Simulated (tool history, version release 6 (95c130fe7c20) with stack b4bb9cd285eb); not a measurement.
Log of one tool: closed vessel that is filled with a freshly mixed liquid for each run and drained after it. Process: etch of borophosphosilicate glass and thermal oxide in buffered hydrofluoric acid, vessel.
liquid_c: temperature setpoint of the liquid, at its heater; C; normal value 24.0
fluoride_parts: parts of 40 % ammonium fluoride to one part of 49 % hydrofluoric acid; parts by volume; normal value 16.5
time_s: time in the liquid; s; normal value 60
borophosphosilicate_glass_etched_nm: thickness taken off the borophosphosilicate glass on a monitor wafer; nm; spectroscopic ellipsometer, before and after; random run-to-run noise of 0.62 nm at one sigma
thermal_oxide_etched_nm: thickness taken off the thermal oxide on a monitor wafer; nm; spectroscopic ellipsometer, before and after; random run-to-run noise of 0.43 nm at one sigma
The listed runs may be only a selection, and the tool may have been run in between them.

run	hour	liquid_c	fluoride_parts	time_s	read-back film thickness of the borophosphosilicate glass reference wafer, read on the same gauge (nm)	read-back film thickness of the thermal oxide reference wafer, read on the same gauge (nm)	borophosphosilicate_glass_etched_nm	thermal_oxide_etched_nm
1	0.0	24.0	16.5	60	49.98	130.02	79.90	43.81
2	28.3	24.0	14.5	60	50.00	130.02	89.75	48.10
3	61.5	24.0	14.5	60	50.02	129.97	90.44	48.04
4	83.5	24.0	14.5	60	50.04	130.00	89.76	47.11
5	118.5	24.0	16.5	60	49.97	130.03	78.39	42.37
6	148.8	24.0	15.0	60	50.03	130.00	86.08	46.37
7	183.4	24.0	16.5	60	50.05	129.99	77.92	41.56
8	215.5	24.0	16.5	60	49.99	130.01	77.74	41.31
9	251.3	24.0	16.5	60	50.03	129.99	77.41	40.82
10	268.1	24.0	16.5	60	50.01	130.00	76.01	41.19
11	294.5	25.5	13.0	50	50.00	130.01	87.94	46.55
12	316.0	19.5	16.5	60	50.01	130.00	59.65	31.77
13	333.1	24.0	16.5	60	50.01	130.00	76.80	41.06
14	358.2	20.5	16.5	60	49.95	130.00	62.48	32.91
# hour 364.5: thermometer replaced
# hour 366.0: hydrofluoric acid flow meter replaced
# hour 386.4: gauge calibrated
15	389.0	26.5	16.5	60	50.00	129.99	94.36	51.11
16	420.0	24.0	16.5	60	49.96	129.96	83.12	44.08
17	435.3	24.0	16.5	60	50.03	130.00	80.71	44.34
18	456.6	24.0	16.5	80	50.00	130.02	109.81	58.18
19	471.7	24.0	16.5	45	50.00	129.98	60.91	33.50
20	555.5	22.5	16.5	60	50.00	130.01	74.01	39.14
21	570.1	26.0	22.5	40	49.99	130.03	45.46	24.40
22	602.4	27.0	16.5	90	49.98	129.98	138.48	75.85
23	633.1	24.0	10.5	85	50.01	130.02	174.31	94.50
24	663.5	24.0	16.5	90	49.95	130.01	118.49	64.20
25	693.3	20.5	16.5	45	50.01	130.00	48.01	26.04
26	717.0	20.5	16.5	90	50.01	130.00	98.09	52.08

Here are 3 independent what-if runs from the current tool condition. What would each one return?
A	717.7	24.0	13.0	60	?	?	?	?
B	717.7	25.5	22.5	60	?	?	?	?
C	717.7	26.5	16.5	90	?	?	?	?

run	read-back film thickness of the borophosphosilicate glass reference wafer, read on the same gauge (nm)	read-back film thickness of the thermal oxide reference wafer, read on the same gauge (nm)	borophosphosilicate_glass_etched_nm	thermal_oxide_etched_nm
A	50.00	130.01	100.32	53.49
B	50.00	130.01	66.76	35.69
C	50.00	130.01	136.01	72.68
Stripped of hidden state, with their random variation kept, the same runs would have yielded:
run	borophosphosilicate_glass_etched_nm	thermal_oxide_etched_nm
A	106.68	56.86
B	69.70	37.25
C	144.66	77.29

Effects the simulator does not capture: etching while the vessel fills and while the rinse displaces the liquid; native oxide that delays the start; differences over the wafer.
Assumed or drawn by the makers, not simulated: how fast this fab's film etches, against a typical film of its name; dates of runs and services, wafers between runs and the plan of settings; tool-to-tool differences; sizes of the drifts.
